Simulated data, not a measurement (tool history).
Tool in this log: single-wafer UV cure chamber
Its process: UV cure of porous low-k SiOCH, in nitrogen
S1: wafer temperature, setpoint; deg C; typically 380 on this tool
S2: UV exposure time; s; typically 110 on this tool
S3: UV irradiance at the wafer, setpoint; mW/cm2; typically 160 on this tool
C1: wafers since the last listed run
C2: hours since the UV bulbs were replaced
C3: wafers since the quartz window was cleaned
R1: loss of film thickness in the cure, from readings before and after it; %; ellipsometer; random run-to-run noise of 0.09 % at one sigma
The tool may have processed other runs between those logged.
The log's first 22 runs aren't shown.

run	day	S1	S2	S3	C1	C2	C3	R1
23	77.958	392	75	183	256	2087.1	3686	7.654
24	82.100	380	110	160	655	2186.5	4342	8.351
25	85.829	380	155	160	590	2276.0	4932	9.736
# day 86.500: quartz window cleaned
26	89.854	364	75	131	584	2372.6	530	5.987
27	93.138	394	75	160	519	2451.4	1050	7.137
28	97.321	363	80	170	662	2551.8	1713	7.064
# day 99.750: UV bulbs replaced
29	99.888	380	110	160	353	3.3	2067	8.036
30	102.488	398	170	121	411	65.7	2478	9.042
31	104.492	380	90	160	317	113.8	2796	7.363
32	106.267	380	110	160	281	156.4	3077	8.043
33	108.792	380	110	170	399	217.0	3477	8.298
34	112.038	380	110	160	514	294.9	3991	8.102
35	115.188	380	110	160	498	370.5	4489	7.983
36	117.329	380	85	189	339	421.9	4829	7.580
# day 118.133: quartz window cleaned
37	126.508	367	65	150	1400	642.2	1326	5.594
# day 128.454: UV bulbs replaced, repeated, since the last time left the tool worse
38	130.438	380	110	160	569	47.6	1896	8.905
39	134.096	380	150	160	579	135.4	2475	9.991
40	135.692	361	110	149	252	173.7	2728	8.164
41	138.408	380	165	160	430	238.9	3158	10.303
42	142.671	380	110	160	675	341.2	3833	8.465
43	146.338	380	170	160	580	429.2	4413	10.191
44	148.704	380	110	160	374	486.0	4788	8.773

Below are 5 alternative next runs, each starting from the tool's condition after run 44. Predict each:
A	148.725	380	110	160	3	486.5	4792	?
B	148.725	380	80	146	3	486.5	4792	?
C	148.725	362	110	160	3	486.5	4792	?
D	148.725	370	110	160	3	486.5	4792	?
E	148.725	371	75	191	3	486.5	4792	?

run	R1
A	8.702
B	7.122
C	8.404
D	8.538
E	7.754
Without the tool's unlogged condition, the same runs would have read:
run	R1
A	8.886
B	7.296
C	8.586
D	8.721
E	7.932
